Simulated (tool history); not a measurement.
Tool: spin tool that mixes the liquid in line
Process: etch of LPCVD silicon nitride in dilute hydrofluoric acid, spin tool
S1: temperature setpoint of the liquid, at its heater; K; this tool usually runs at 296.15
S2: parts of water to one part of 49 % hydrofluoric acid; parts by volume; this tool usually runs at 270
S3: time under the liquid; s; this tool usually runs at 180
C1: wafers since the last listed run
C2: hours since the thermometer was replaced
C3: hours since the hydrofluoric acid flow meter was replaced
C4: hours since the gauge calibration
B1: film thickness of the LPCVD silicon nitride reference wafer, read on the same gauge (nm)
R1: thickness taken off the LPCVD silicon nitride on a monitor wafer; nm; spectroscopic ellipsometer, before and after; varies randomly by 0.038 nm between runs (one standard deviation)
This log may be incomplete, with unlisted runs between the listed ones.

run    hour      S1   S2   S3    C1     C2      C3     C4       B1     R1
  1       0  296.15  270  180     0    6.1  1694.6   77.5  119.966  0.351
  2   213.7  296.15  270  180  2064  219.8  1908.3  291.2  119.946   0.37
  3   281.6  296.15  270  180   656  287.7  1976.2  359.1  119.989  0.384
  4   331.2  299.15  270  150   479  337.3  2025.8  408.7  120.035  0.287
  5     397  299.15  270  150   635  403.1  2091.6  474.5  120.008  0.224
  6   436.5  296.15  270  180   381  442.6  2131.1    514  120.001  0.258
  7   492.1  296.15  270  180   537  498.2  2186.7  569.6  120.038   0.35
  8   516.8  296.15  270  180   238  522.9  2211.4  594.3  120.006  0.323
  9   555.7  296.15  270  180   375  561.8  2250.3  633.2  119.997  0.259
 10   603.2  296.15  270  180   458  609.3  2297.8  680.7  120.014  0.279
 11   641.1  296.15  270  180   366  647.2  2335.7  718.6  119.983  0.327
 12     672  296.15  270  180   298  678.1  2366.6  749.5  119.999  0.288
 13   722.9  294.65  270  230   491    729  2417.5  800.4   119.98  0.319
 14     783  296.15  270  180   580  789.1  2477.6  860.5  119.998  0.338
 15   831.1  296.15  335   75   464  837.2  2525.7  908.6  119.988  0.088
      849.2  -- thermometer replaced
 16   861.1  297.65  140  180   280   11.9  2555.7  938.6  119.974  0.588
      890.2  -- gauge calibrated
      914.6  -- hydrofluoric acid flow meter replaced
 17   923.4  296.15  205  180   592   74.2     8.8   33.2   120.03  0.472
 18   989.5  296.15  205  180   638  140.3    74.9   99.3   119.99  0.423
 19  1050.3  299.65  150  240   587  201.1   135.7  160.1  119.999  0.763
 20  1145.5  296.15  270  180   919  296.3   230.9  255.3  120.011  0.329
 21  1185.2  300.15  145  110   383    336   270.6    295  120.007  0.439
 22  1210.9  292.65  375   75   248  361.7   296.3  320.7   119.98  0.078
 23  1250.8  294.65  270  225   385  401.6   336.2  360.6  119.992  0.417

5 ways to go on from here, each from the tool as it stands after run 23. What would each give?
  A  1251.3  296.15  150  180   4  402.1  336.7  361.1   ?   ?
  B  1251.3  296.15  360  135   4  402.1  336.7  361.1   ?   ?
  C  1251.3  298.65  375  180   4  402.1  336.7  361.1   ?   ?
  D  1251.3  296.15  400  180   4  402.1  336.7  361.1   ?   ?
  E  1251.3  293.15  270  145   4  402.1  336.7  361.1   ?   ?

run       B1     R1
  A  120.055  0.533
  B  120.055  0.169
  C  120.055  0.251
  D  120.055  0.203
  E  120.055  0.199
Without the tool's unlogged condition, the same runs would have read:
run     R1
  A  0.533
  B  0.169
  C  0.251
  D  0.203
  E  0.199
